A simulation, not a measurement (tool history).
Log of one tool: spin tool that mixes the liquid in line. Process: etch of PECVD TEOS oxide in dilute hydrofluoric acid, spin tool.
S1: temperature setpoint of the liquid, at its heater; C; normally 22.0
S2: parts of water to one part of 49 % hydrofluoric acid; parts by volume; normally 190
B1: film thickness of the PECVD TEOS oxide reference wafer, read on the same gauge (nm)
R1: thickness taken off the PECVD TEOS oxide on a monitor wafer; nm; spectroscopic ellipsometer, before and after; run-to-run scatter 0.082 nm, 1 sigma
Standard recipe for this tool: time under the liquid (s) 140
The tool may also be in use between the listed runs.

{"run": 1, "day": 0.0, "S1": 22.0, "S2": 190, "time under the liquid (s)": 140, "B1": 110.0, "R1": 11.05}
{"day": 0.629, "done": "hydrofluoric acid flow meter replaced"}
{"run": 2, "day": 0.65, "S1": 22.0, "S2": 190, "time under the liquid (s)": 140, "B1": 110.03, "R1": 11.0}
{"run": 3, "day": 1.296, "S1": 23.5, "S2": 190, "time under the liquid (s)": 140, "B1": 110.01, "R1": 11.73}
{"run": 4, "day": 1.875, "S1": 23.5, "S2": 190, "time under the liquid (s)": 140, "B1": 110.0, "R1": 11.62}
{"run": 5, "day": 2.45, "S1": 22.0, "S2": 190, "time under the liquid (s)": 140, "B1": 110.0, "R1": 10.95}
{"run": 6, "day": 3.162, "S1": 22.0, "S2": 190, "time under the liquid (s)": 140, "B1": 109.99, "R1": 10.94}
{"run": 7, "day": 3.425, "S1": 22.0, "S2": 190, "time under the liquid (s)": 140, "B1": 110.03, "R1": 10.93}
{"run": 8, "day": 3.825, "S1": 22.0, "S2": 245, "time under the liquid (s)": 195, "B1": 110.02, "R1": 11.2}
{"run": 9, "day": 4.471, "S1": 22.0, "S2": 245, "time under the liquid (s)": 195, "B1": 109.99, "R1": 11.09}
{"run": 10, "day": 4.892, "S1": 22.0, "S2": 245, "time under the liquid (s)": 195, "B1": 109.98, "R1": 11.18}
{"run": 11, "day": 5.579, "S1": 18.5, "S2": 190, "time under the liquid (s)": 105, "B1": 109.99, "R1": 7.14}
{"run": 12, "day": 6.088, "S1": 22.0, "S2": 190, "time under the liquid (s)": 140, "B1": 109.97, "R1": 10.95}
{"run": 13, "day": 6.517, "S1": 20.5, "S2": 115, "time under the liquid (s)": 140, "B1": 109.98, "R1": 18.3}
{"run": 14, "day": 6.838, "S1": 22.0, "S2": 190, "time under the liquid (s)": 165, "B1": 110.02, "R1": 12.7}
{"run": 15, "day": 7.354, "S1": 22.0, "S2": 220, "time under the liquid (s)": 215, "B1": 110.0, "R1": 13.98}
{"run": 16, "day": 7.979, "S1": 26.0, "S2": 190, "time under the liquid (s)": 140, "B1": 110.02, "R1": 12.65}
{"run": 17, "day": 8.408, "S1": 22.0, "S2": 190, "time under the liquid (s)": 140, "B1": 110.04, "R1": 10.79}
{"run": 18, "day": 8.792, "S1": 25.5, "S2": 210, "time under the liquid (s)": 140, "B1": 110.01, "R1": 10.98}
{"day": 9.021, "done": "thermometer replaced"}
{"run": 19, "day": 9.408, "S1": 22.0, "S2": 190, "time under the liquid (s)": 140, "B1": 110.01, "R1": 10.28}
{"day": 9.692, "done": "gauge calibrated"}
{"run": 20, "day": 10.088, "S1": 25.0, "S2": 160, "time under the liquid (s)": 140, "B1": 109.99, "R1": 14.35}
{"run": 21, "day": 10.462, "S1": 22.0, "S2": 190, "time under the liquid (s)": 140, "B1": 110.0, "R1": 10.23}
{"run": 22, "day": 10.721, "S1": 22.0, "S2": 190, "time under the liquid (s)": 140, "B1": 110.02, "R1": 10.24}
{"run": 23, "day": 11.542, "S1": 22.0, "S2": 190, "time under the liquid (s)": 180, "B1": 109.99, "R1": 13.43}
{"run": 24, "day": 11.942, "S1": 19.5, "S2": 125, "time under the liquid (s)": 185, "B1": 110.03, "R1": 20.33}
{"run": 25, "day": 12.275, "S1": 26.0, "S2": 250, "time under the liquid (s)": 90, "B1": 110.0, "R1": 5.49}
{"run": 26, "day": 12.754, "S1": 22.0, "S2": 190, "time under the liquid (s)": 140, "B1": 109.99, "R1": 10.4}
{"day": 13.271, "done": "thermometer replaced, repeated, since the last time left the tool worse"}
{"run": 27, "day": 13.292, "S1": 22.0, "S2": 190, "time under the liquid (s)": 140, "B1": 109.98, "R1": 11.69}
{"run": 28, "day": 13.858, "S1": 22.0, "S2": 190, "time under the liquid (s)": 140, "B1": 110.04, "R1": 11.62}
{"run": 29, "day": 14.188, "S1": 19.0, "S2": 190, "time under the liquid (s)": 100, "B1": 110.0, "R1": 7.41}
{"run": 30, "day": 14.933, "S1": 24.0, "S2": 190, "time under the liquid (s)": 180, "B1": 109.99, "R1": 16.0}
{"run": 31, "day": 15.358, "S1": 22.0, "S2": 240, "time under the liquid (s)": 140, "B1": 109.99, "R1": 8.69}
{"run": 32, "day": 15.767, "S1": 22.0, "S2": 270, "time under the liquid (s)": 140, "B1": 110.01, "R1": 7.46}

Exercise: give the hidden state of the tool at every run:
hydrofluoric acid flow above the setpoint (%): 0, the same for each run
gauge reads high (%): 0, the same for each run
H1: liquid colder than its thermometer reads (K)
run=1 H1=1.6
run=2 H1=1.62
run=3 H1=1.65
run=4 H1=1.67
run=5 H1=1.69
run=6 H1=1.72
run=7 H1=1.73
run=8 H1=1.75
run=9 H1=1.77
run=10 H1=1.79
run=11 H1=1.82
run=12 H1=1.84
run=13 H1=1.85
run=14 H1=1.87
run=15 H1=1.89
run=16 H1=1.91
run=17 H1=1.93
run=18 H1=1.94
run=19 H1=3.1
run=20 H1=3.13
run=21 H1=3.14
run=22 H1=3.15
run=23 H1=3.18
run=24 H1=3.2
run=25 H1=3.21
run=26 H1=3.23
run=27 H1=0.271
run=28 H1=0.293
run=29 H1=0.306
run=30 H1=0.335
run=31 H1=0.352
run=32 H1=0.368
